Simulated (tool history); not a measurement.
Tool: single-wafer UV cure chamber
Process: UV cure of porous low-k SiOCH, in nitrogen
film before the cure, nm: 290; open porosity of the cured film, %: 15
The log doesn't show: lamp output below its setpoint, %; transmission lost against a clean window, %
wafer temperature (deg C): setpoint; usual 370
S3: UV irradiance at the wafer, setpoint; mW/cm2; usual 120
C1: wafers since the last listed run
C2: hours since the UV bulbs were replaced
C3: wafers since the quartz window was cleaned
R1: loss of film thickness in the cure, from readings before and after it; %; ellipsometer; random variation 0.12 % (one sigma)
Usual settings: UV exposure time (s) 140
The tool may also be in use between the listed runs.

Run 1, hour 0: usual settings but S3 142 mW/cm2; C1 0; C2 56.5; C3 352. Result: R1 10.791 %.
Run 2, hour 79.4: usual settings but S3 142 mW/cm2; C1 591; C2 135.9; C3 944. Result: R1 10.801 %.
Run 3, hour 119.6: usual settings; C1 299; C2 176.1; C3 1243. Result: R1 9.995 %.
Run 4, hour 169.4: usual settings; C1 371; C2 225.9; C3 1614. Result: R1 10.071 %.
At hour 293.5: quartz window cleaned.
Run 5, hour 373.8: usual settings; C1 1463; C2 430.3; C3 598. Result: R1 10.266 %.
Run 6, hour 460.6: usual settings but UV exposure time (s) 85; C1 646; C2 517.1; C3 1245. Result: R1 7.881 %.
Run 7, hour 522.6: usual settings but UV exposure time (s) 85; C1 461; C2 579.1; C3 1707. Result: R1 7.811 %.
Run 8, hour 617.6: usual settings but S3 130 mW/cm2; C1 707; C2 674.1; C3 2414. Result: R1 10.417 %.
At hour 645.1: quartz window cleaned.
Run 9, hour 665.7: usual settings but wafer temperature (deg C) 360; C1 298; C2 722.2; C3 153. Result: R1 9.872 %.
Run 10, hour 725.9: usual settings but wafer temperature (deg C) 360; C1 448; C2 782.4; C3 601. Result: R1 10.071 %.
Run 11, hour 765.8: usual settings but wafer temperature (deg C) 360; C1 297; C2 822.3; C3 899. Result: R1 10.105 %.
Run 12, hour 864.6: usual settings but wafer temperature (deg C) 365; C1 736; C2 921.1; C3 1635. Result: R1 9.917 %.
At hour 1067.6: quartz window cleaned.
Run 13, hour 1139.6: usual settings but wafer temperature (deg C) 358, UV exposure time (s) 215, S3 95 mW/cm2; C1 1989; C2 1196.1; C3 536. Result: R1 10.853 %.
Run 14, hour 1216: usual settings but wafer temperature (deg C) 356, UV exposure time (s) 200, S3 86 mW/cm2; C1 569; C2 1272.5; C3 1105. Result: R1 10.021 %.
Run 15, hour 1263: usual settings but UV exposure time (s) 110; C1 350; C2 1319.5; C3 1455. Result: R1 9.086 %.
Run 16, hour 1299.9: usual settings but wafer temperature (deg C) 379, S3 93 mW/cm2; C1 274; C2 1356.4; C3 1730. Result: R1 9.108 %.
Run 17, hour 1404.4: usual settings but wafer temperature (deg C) 377, UV exposure time (s) 195; C1 778; C2 1460.9; C3 2509. Result: R1 11.921 %.
At hour 1435.5: quartz window cleaned.
Run 18, hour 1469.9: usual settings; C1 428; C2 1526.4; C3 256. Result: R1 10.167 %.
At hour 1510.9: UV bulbs replaced.
Run 19, hour 1555.9: usual settings; C1 581; C2 45; C3 837. Result: R1 10.267 %.
Run 20, hour 1651.2: usual settings; C1 710; C2 140.3; C3 1547. Result: R1 10.044 %.
Run 21, hour 1729.3: usual settings but wafer temperature (deg C) 381, UV exposure time (s) 60, S3 146 mW/cm2; C1 581; C2 218.4; C3 2129. Result: R1 7.462 %.
At hour 1834.9: quartz window cleaned.
Run 22, hour 1905: usual settings but wafer temperature (deg C) 380, UV exposure time (s) 60, S3 87 mW/cm2; C1 1249; C2 394.1; C3 522. Result: R1 5.31 %.
Run 23, hour 1966.8: usual settings but wafer temperature (deg C) 356, UV exposure time (s) 170, S3 159 mW/cm2; C1 460; C2 455.9; C3 982. Result: R1 11.934 %.

Forecast each of these 3 alternatives for the next run:
Run A, hour 1967.3: usual settings; C1 3; C2 456.4; C3 986. Result: R1 ?.
Run B, hour 1967.3: usual settings but UV exposure time (s) 70, S3 92 mW/cm2; C1 3; C2 456.4; C3 986. Result: R1 ?.
Run C, hour 1967.3: usual settings but UV exposure time (s) 195, S3 105 mW/cm2; C1 3; C2 456.4; C3 986. Result: R1 ?.

run      R1
  A  10.088
  B   6.011
  C  11.009
Without the tool's hidden state the same runs would have given:
run      R1
  A  10.088
  B   6.011
  C  11.009

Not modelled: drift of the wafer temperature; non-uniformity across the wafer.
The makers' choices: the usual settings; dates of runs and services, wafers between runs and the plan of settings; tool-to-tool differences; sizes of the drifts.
